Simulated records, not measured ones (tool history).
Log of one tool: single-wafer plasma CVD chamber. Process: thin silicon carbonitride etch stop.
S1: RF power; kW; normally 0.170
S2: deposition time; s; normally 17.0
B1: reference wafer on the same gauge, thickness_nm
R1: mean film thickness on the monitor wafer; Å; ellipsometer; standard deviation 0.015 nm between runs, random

Run 1, hour 0.0: usual settings but S1 0.190 kW; B1 11.098. Result: R1 104.87 Å.
Run 2, hour 70.4: usual settings but S1 0.190 kW; B1 11.102. Result: R1 104.53 Å.
Run 3, hour 165.8: usual settings; B1 11.097. Result: R1 99.91 Å.
Run 4, hour 232.9: usual settings; B1 11.104. Result: R1 99.96 Å.
Run 5, hour 270.7: usual settings; B1 11.101. Result: R1 99.99 Å.
Run 6, hour 326.3: usual settings; B1 11.099. Result: R1 99.95 Å.
Run 7, hour 370.9: usual settings; B1 11.102. Result: R1 99.77 Å.
Run 8, hour 426.9: usual settings but S1 0.180 kW, S2 19.1 s; B1 11.103. Result: R1 114.50 Å.
Run 9, hour 532.2: usual settings but S1 0.180 kW, S2 19.1 s; B1 11.099. Result: R1 114.19 Å.
At hour 635.0: RF generator calibrated.
Run 10, hour 636.8: usual settings but S1 0.180 kW, S2 19.1 s; B1 11.101. Result: R1 115.92 Å.
At hour 651.8: showerhead replaced.
Run 11, hour 735.3: usual settings; B1 11.101. Result: R1 100.94 Å.
At hour 755.8: gauge calibrated.
Run 12, hour 824.7: usual settings; B1 11.098. Result: R1 100.97 Å.
Run 13, hour 873.9: usual settings but S2 15.4 s; B1 11.100. Result: R1 91.21 Å.
Run 14, hour 916.0: usual settings but S1 0.160 kW, S2 19.3 s; B1 11.100. Result: R1 111.48 Å.
Run 15, hour 986.9: usual settings but S1 0.160 kW, S2 19.3 s; B1 11.099. Result: R1 111.37 Å.
Run 16, hour 1023.6: usual settings but S1 0.180 kW; B1 11.100. Result: R1 102.70 Å.
Run 17, hour 1084.2: usual settings but S1 0.195 kW, S2 18.6 s; B1 11.101. Result: R1 116.07 Å.
Run 18, hour 1163.6: usual settings but S1 0.155 kW, S2 13.9 s; B1 11.099. Result: R1 79.00 Å.
Run 19, hour 1269.7: usual settings but S1 0.150 kW, S2 18.4 s; B1 11.096. Result: R1 102.90 Å.
Run 20, hour 1337.4: usual settings but S1 0.140 kW, S2 14.1 s; B1 11.104. Result: R1 76.12 Å.
At hour 1358.6: thermocouple changed; heater temperature recalibrated.
Run 21, hour 1376.7: usual settings but S1 0.150 kW, S2 19.1 s; B1 11.096. Result: R1 106.27 Å.
At hour 1450.8: RF generator calibrated.
Run 22, hour 1451.3: usual settings; B1 11.099. Result: R1 100.59 Å.
Run 23, hour 1524.9: usual settings but S1 0.200 kW, S2 19.0 s; B1 11.097. Result: R1 120.08 Å.
Run 24, hour 1792.8: usual settings; B1 11.099. Result: R1 100.66 Å.
Run 25, hour 1858.3: usual settings; B1 11.098. Result: R1 100.71 Å.

Pick out some run-to-run changes in R1. Of each, how much would a tool without hidden state show as well, from the settings, what came in and chance, and how much is left for the hidden state and any gauge scatter not in both results compared?
Hidden state present: wafer temperature above the value expected at the setpoint (K); delivered RF power above the setpoint (%); gauge reads high (%).
Run 9 -> 10: RF generator calibrated. R1 +1.73 Å: hidden state +2.13, all else -0.40.
Run 17 -> 18: S1 0.195 -> 0.155, S2 18.6 -> 13.9. R1 -37.07 Å: hidden state +0.02, all else -37.09.
Run 20 -> 21: S1 0.140 -> 0.150, S2 14.1 -> 19.1, thermocouple changed; heater temperature recalibrated. R1 +30.15 Å: hidden state -0.43, all else +30.58.
Run 21 -> 22: S1 0.150 -> 0.170, S2 19.1 -> 17.0, RF generator calibrated. R1 -5.68 Å: hidden state +1.11, all else -6.79.
